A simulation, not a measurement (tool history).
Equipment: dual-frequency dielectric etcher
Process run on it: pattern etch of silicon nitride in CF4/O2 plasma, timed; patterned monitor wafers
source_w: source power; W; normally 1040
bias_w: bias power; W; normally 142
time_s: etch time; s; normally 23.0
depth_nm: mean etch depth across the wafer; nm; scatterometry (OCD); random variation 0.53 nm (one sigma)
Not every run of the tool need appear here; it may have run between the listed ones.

run,day,source_w,bias_w,time_s,wafers since the last listed run,hours since the last wet clean,hours since the last source power generator calibration,hours since the last bias power generator calibration,hours since the last upper electrode change,hours since the gauge calibration,"read-back reference wafer on the same gauge, depth_nm",depth_nm
1,0.000,1040,142,23.0,0,285.0,2244.2,1321.7,4009.5,43.0,94.0,84.4
2,0.617,1040,142,23.0,264,299.8,2259.0,1336.5,4024.3,57.8,94.2,83.9
3,1.538,1040,142,23.0,394,321.9,2281.1,1358.6,4046.4,79.9,94.1,85.6
4,2.942,1040,142,23.0,601,355.6,2314.8,1392.3,4080.1,113.6,94.0,86.2
5,4.108,1040,142,23.0,499,383.6,2342.8,1420.3,4108.1,141.6,94.0,85.5
6,4.925,1040,135,27.0,349,403.2,2362.4,1439.9,4127.7,161.2,93.9,99.2
7,5.992,1040,142,23.0,456,428.8,2388.0,1465.5,4153.3,186.8,94.1,86.4
# day 6.371: bias power generator calibrated
# day 8.146: wet clean of the chamber
8,9.779,1040,142,23.0,1122,39.2,2478.9,81.8,4244.2,277.7,94.3,81.2
# day 11.104: upper electrode replaced, of another model than before
# day 11.183: gauge calibrated
9,11.233,1040,142,23.0,194,74.1,2513.8,116.7,3.1,1.2,94.1,82.2
10,11.829,1040,176,17.5,255,88.4,2528.1,131.0,17.4,15.5,94.2,71.9
11,12.450,1040,142,23.0,265,103.3,2543.0,145.9,32.3,30.4,94.0,83.6
# day 13.138: source power generator calibrated
12,13.196,1160,142,26.0,247,121.2,1.4,163.8,50.2,48.3,94.3,108.5
13,13.783,1300,109,23.0,251,135.3,15.5,177.9,64.3,62.4,94.2,89.7
14,14.408,1280,176,27.0,267,150.3,30.5,192.9,79.3,77.4,94.3,145.2
15,17.717,800,113,21.0,1416,229.7,109.9,272.3,158.7,156.8,94.1,44.6

What if the next run were any one of these 3? Each begins from the tool's condition after run 15:
A,17.733,1040,142,23.0,7,230.1,110.3,272.7,159.1,157.2,?,?
B,17.733,860,126,23.0,7,230.1,110.3,272.7,159.1,157.2,?,?
C,17.733,1040,155,23.0,7,230.1,110.3,272.7,159.1,157.2,?,?

run,"read-back reference wafer on the same gauge, depth_nm",depth_nm
A,93.9,85.1
B,93.9,60.4
C,93.9,90.1
With no hidden state in the tool, these same runs would have given:
run,depth_nm
A,82.9
B,58.8
C,87.8

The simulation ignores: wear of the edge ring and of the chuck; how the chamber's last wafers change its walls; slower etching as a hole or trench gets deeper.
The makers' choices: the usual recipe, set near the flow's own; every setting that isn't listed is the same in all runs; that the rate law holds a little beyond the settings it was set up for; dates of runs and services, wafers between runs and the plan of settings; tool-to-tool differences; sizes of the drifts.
